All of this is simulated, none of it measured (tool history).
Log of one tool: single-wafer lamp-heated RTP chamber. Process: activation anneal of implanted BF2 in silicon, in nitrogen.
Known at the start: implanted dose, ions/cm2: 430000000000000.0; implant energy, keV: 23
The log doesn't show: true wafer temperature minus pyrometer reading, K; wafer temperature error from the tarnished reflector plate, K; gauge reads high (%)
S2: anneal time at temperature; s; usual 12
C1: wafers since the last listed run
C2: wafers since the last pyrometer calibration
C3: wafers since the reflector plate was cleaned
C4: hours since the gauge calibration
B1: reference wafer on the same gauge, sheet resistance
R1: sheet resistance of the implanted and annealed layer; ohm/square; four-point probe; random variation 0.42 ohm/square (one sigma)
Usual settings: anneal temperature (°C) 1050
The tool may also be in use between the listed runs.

{"run": 1, "day": 0.0, "anneal temperature (°C)": 1050, "S2": 6, "C1": 0, "C2": 1334, "C3": 4828, "C4": 314, "B1": 239.04, "R1": 283.01}
{"run": 2, "day": 1.883, "anneal temperature (°C)": 1050, "S2": 12, "C1": 556, "C2": 1891, "C3": 5385, "C4": 359.2, "B1": 239.09, "R1": 278.81}
{"run": 3, "day": 5.142, "anneal temperature (°C)": 1050, "S2": 12, "C1": 963, "C2": 2854, "C3": 6348, "C4": 437.4, "B1": 239.15, "R1": 278.8}
{"run": 4, "day": 6.396, "anneal temperature (°C)": 1031, "S2": 12, "C1": 370, "C2": 3225, "C3": 6719, "C4": 467.5, "B1": 239.13, "R1": 281.73}
{"run": 5, "day": 8.958, "anneal temperature (°C)": 1059, "S2": 12, "C1": 757, "C2": 3983, "C3": 7477, "C4": 529, "B1": 238.92, "R1": 278.35}
{"run": 6, "day": 11.492, "anneal temperature (°C)": 1059, "S2": 12, "C1": 748, "C2": 4732, "C3": 8226, "C4": 589.8, "B1": 238.97, "R1": 278.23}
{"run": 7, "day": 14.346, "anneal temperature (°C)": 1050, "S2": 7, "C1": 843, "C2": 5575, "C3": 9069, "C4": 658.3, "B1": 239.16, "R1": 282.17}
{"run": 8, "day": 16.212, "anneal temperature (°C)": 1050, "S2": 7, "C1": 551, "C2": 6127, "C3": 9621, "C4": 703.1, "B1": 238.85, "R1": 282.03}
{"run": 9, "day": 18.942, "anneal temperature (°C)": 1050, "S2": 12, "C1": 806, "C2": 6934, "C3": 10428, "C4": 768.6, "B1": 239.03, "R1": 278.56}
{"day": 19.388, "done": "reflector plate cleaned"}
{"run": 10, "day": 20.838, "anneal temperature (°C)": 1050, "S2": 12, "C1": 461, "C2": 7396, "C3": 428, "C4": 814.1, "B1": 238.94, "R1": 277.74}
{"day": 20.954, "done": "gauge calibrated"}
{"run": 11, "day": 22.412, "anneal temperature (°C)": 1050, "S2": 12, "C1": 465, "C2": 7862, "C3": 893, "C4": 35, "B1": 239.12, "R1": 278.74}
{"run": 12, "day": 23.629, "anneal temperature (°C)": 1050, "S2": 8, "C1": 359, "C2": 8221, "C3": 1253, "C4": 64.2, "B1": 238.98, "R1": 280.9}
{"run": 13, "day": 25.142, "anneal temperature (°C)": 1050, "S2": 8, "C1": 447, "C2": 8668, "C3": 1700, "C4": 100.5, "B1": 238.86, "R1": 281.21}
{"day": 25.492, "done": "pyrometer window cleaned and pyrometer calibrated"}
{"run": 14, "day": 26.746, "anneal temperature (°C)": 1071, "S2": 17, "C1": 375, "C2": 370, "C3": 2076, "C4": 139, "B1": 239.04, "R1": 274.72}
{"run": 15, "day": 27.862, "anneal temperature (°C)": 1042, "S2": 14, "C1": 330, "C2": 700, "C3": 2406, "C4": 165.8, "B1": 239.01, "R1": 280.88}
{"run": 16, "day": 30.817, "anneal temperature (°C)": 1033, "S2": 10, "C1": 873, "C2": 1574, "C3": 3279, "C4": 236.7, "B1": 239.08, "R1": 282.68}
{"run": 17, "day": 34.712, "anneal temperature (°C)": 1050, "S2": 12, "C1": 1151, "C2": 2726, "C3": 4431, "C4": 330.2, "B1": 239.16, "R1": 278.93}
{"run": 18, "day": 37.542, "anneal temperature (°C)": 1050, "S2": 12, "C1": 836, "C2": 3562, "C3": 5267, "C4": 398.1, "B1": 238.95, "R1": 280.03}
{"run": 19, "day": 40.125, "anneal temperature (°C)": 1050, "S2": 8, "C1": 763, "C2": 4326, "C3": 6031, "C4": 460.1, "B1": 239.03, "R1": 281.6}
{"run": 20, "day": 41.688, "anneal temperature (°C)": 1050, "S2": 12, "C1": 461, "C2": 4788, "C3": 6493, "C4": 497.6, "B1": 238.94, "R1": 279.39}
{"run": 21, "day": 42.754, "anneal temperature (°C)": 1065, "S2": 9, "C1": 315, "C2": 5103, "C3": 6808, "C4": 523.2, "B1": 238.91, "R1": 279.02}
{"run": 22, "day": 44.221, "anneal temperature (°C)": 1050, "S2": 16, "C1": 433, "C2": 5536, "C3": 7242, "C4": 558.4, "B1": 238.88, "R1": 277.28}
{"run": 23, "day": 46.779, "anneal temperature (°C)": 1073, "S2": 12, "C1": 756, "C2": 6293, "C3": 7998, "C4": 619.8, "B1": 239.09, "R1": 276.69}
{"run": 24, "day": 49.267, "anneal temperature (°C)": 1024, "S2": 9, "C1": 735, "C2": 7028, "C3": 8734, "C4": 679.5, "B1": 239.01, "R1": 283.98}

Forecast each of these 3 alternatives for the next run:
{"run": "A", "day": 49.283, "anneal temperature (°C)": 1050, "S2": 17, "C1": 4, "C2": 7033, "C3": 8738, "C4": 679.9, "B1": "?", "R1": "?"}
{"run": "B", "day": 49.283, "anneal temperature (°C)": 1040, "S2": 17, "C1": 4, "C2": 7033, "C3": 8738, "C4": 679.9, "B1": "?", "R1": "?"}
{"run": "C", "day": 49.283, "anneal temperature (°C)": 1030, "S2": 8, "C1": 4, "C2": 7033, "C3": 8738, "C4": 679.9, "B1": "?", "R1": "?"}

run=A B1=239.1 R1=276.75
run=B B1=239.1 R1=277.96
run=C B1=239.1 R1=283.84
Without the tool's hidden state the same runs would have given:
run=A R1=278.05
run=B R1=279.63
run=C R1=285.4
